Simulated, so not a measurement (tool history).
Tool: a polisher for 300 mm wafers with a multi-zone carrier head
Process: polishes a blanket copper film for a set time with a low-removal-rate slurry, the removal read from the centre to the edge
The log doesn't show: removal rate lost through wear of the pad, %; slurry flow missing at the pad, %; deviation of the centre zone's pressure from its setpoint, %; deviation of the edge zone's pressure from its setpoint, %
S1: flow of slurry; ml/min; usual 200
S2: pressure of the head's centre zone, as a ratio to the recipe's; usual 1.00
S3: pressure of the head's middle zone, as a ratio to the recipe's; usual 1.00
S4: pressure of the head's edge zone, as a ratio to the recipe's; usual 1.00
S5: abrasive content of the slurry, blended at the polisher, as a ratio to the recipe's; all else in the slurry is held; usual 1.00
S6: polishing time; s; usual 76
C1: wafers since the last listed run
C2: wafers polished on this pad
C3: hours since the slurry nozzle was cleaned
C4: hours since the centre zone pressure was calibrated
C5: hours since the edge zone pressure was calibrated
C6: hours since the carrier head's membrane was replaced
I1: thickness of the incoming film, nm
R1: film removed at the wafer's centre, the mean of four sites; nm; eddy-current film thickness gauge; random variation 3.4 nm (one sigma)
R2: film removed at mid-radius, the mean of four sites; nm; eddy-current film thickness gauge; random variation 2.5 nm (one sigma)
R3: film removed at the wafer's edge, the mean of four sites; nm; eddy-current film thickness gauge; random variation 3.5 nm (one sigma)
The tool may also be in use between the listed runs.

run   hour   S1    S2    S3    S4    S5   S6   C1   C2     C3      C4      C5     C6      I1     R1     R2     R3
  1    0.0  200  1.00  1.00  1.00  1.00   76    0  631  194.2  1287.4   925.6  334.7  1016.2  203.2  210.6  213.5
  2   13.5  200  1.00  1.00  1.00  1.00   76   75  706  207.7  1300.9   939.1  348.2  1037.7  212.0  208.8  206.7
  3   33.5  200  1.00  1.00  1.00  1.00   76  111  818  227.7  1320.9   959.1  368.2  1031.7  211.8  203.4  204.4
      50.9  -- worn pad replaced by a new one
  4  132.8  200  1.00  1.00  1.00  1.00   76  531  456  327.0  1420.2  1058.4  467.5  1049.9  208.8  205.8  209.5
     193.9  -- worn pad replaced by a new one
  5  219.4  200  1.00  1.00  1.00  1.00   76  460  142  413.6  1506.8  1145.0  554.1  1038.7  216.0  213.0  207.4
     245.4  -- edge zone pressure recalibrated
  6  247.2  200  1.00  1.00  1.00  1.00   76  143  286  441.4  1534.6     1.8  581.9  1024.9  206.6  200.8  208.1
  7  277.0  225  1.05  1.00  1.00  1.00   76  166  452  471.2  1564.4    31.6  611.7  1019.5  211.5  202.5  202.4
     280.2  -- centre zone pressure recalibrated
  8  297.1  200  1.00  1.00  1.00  1.00   76  100  553  491.3    16.9    51.7  631.8  1013.5  194.2  198.2  203.4
  9  318.7  200  1.00  1.00  1.09  1.00   76  120  673  512.9    38.5    73.3  653.4  1033.5  194.2  192.0  206.1
     336.7  -- worn pad replaced by a new one
 10  343.2  200  0.96  1.00  1.06  1.00  101  114   35  537.4    63.0    97.8  677.9  1010.3  261.4  274.9  289.9
     362.9  -- slurry nozzle cleaned
 11  373.5  200  1.00  0.95  1.00  1.30   76  163  199   10.6    93.3   128.1  708.2  1022.5  231.1  214.9  229.8
     396.9  -- carrier head's membrane replaced by a new one
 12  397.4  200  0.93  1.00  1.00  1.00   54  105  304   34.5   117.2   152.0    0.5  1033.8  142.8  150.7  154.4
 13  413.3  200  1.00  1.00  1.00  1.00   76   88  393   50.4   133.1   167.9   16.4  1018.5  210.0  210.9  206.4
 14  432.3  200  1.00  1.00  1.00  1.00   76  105  499   69.4   152.1   186.9   35.4  1007.1  213.6  207.9  216.5
 15  467.9  200  1.00  0.90  1.00  0.75   57  198  697  105.0   187.7   222.5   71.0  1034.4  148.3  140.6  149.6
 16  498.1  200  1.00  1.00  1.00  1.00   76  168  866  135.2   217.9   252.7  101.2  1039.9  213.5  206.4  205.2
 17  513.1  150  1.06  1.07  1.11  1.00   76   83  950  150.2   232.9   267.7  116.2  1042.5  198.6  204.5  204.9
     520.4  -- worn pad replaced by a new one
 18  529.2  200  1.00  1.00  1.00  1.00   76   67   49  166.3   249.0   283.8  132.3  1025.5  220.2  225.0  220.4
 19  541.5  200  0.90  0.96  0.96  1.00   76   68  117  178.6   261.3   296.1  144.6  1034.9  204.7  212.3  214.1

5 ways to go on from here, each from the tool as it stands after run 19. What would each give?
  A  541.9  200  1.00  1.00  1.00  1.15  76   2  119  179.0  261.7  296.5  145.0  1021.5   ?   ?   ?
  B  541.9  170  1.00  0.96  1.00  0.80  86   2  119  179.0  261.7  296.5  145.0  1021.5   ?   ?   ?
  C  541.9  200  1.00  1.00  0.93  1.15  76   2  119  179.0  261.7  296.5  145.0  1021.5   ?   ?   ?
  D  541.9  200  0.93  1.00  1.11  0.85  76   2  119  179.0  261.7  296.5  145.0  1021.5   ?   ?   ?
  E  541.9  200  0.94  0.97  1.00  1.00  76   2  119  179.0  261.7  296.5  145.0  1021.5   ?   ?   ?

run     R1     R2     R3
  A  225.6  219.5  225.2
  B  235.9  222.6  238.5
  C  225.6  219.5  217.6
  D  205.6  211.5  228.5
  E  211.3  210.2  221.3
Without the tool's hidden state the same runs would have given:
run     R1     R2     R3
  A  242.1  235.1  240.2
  B  253.9  239.0  254.9
  C  242.1  235.1  232.1
  D  220.6  226.6  243.8
  E  226.7  225.1  236.1
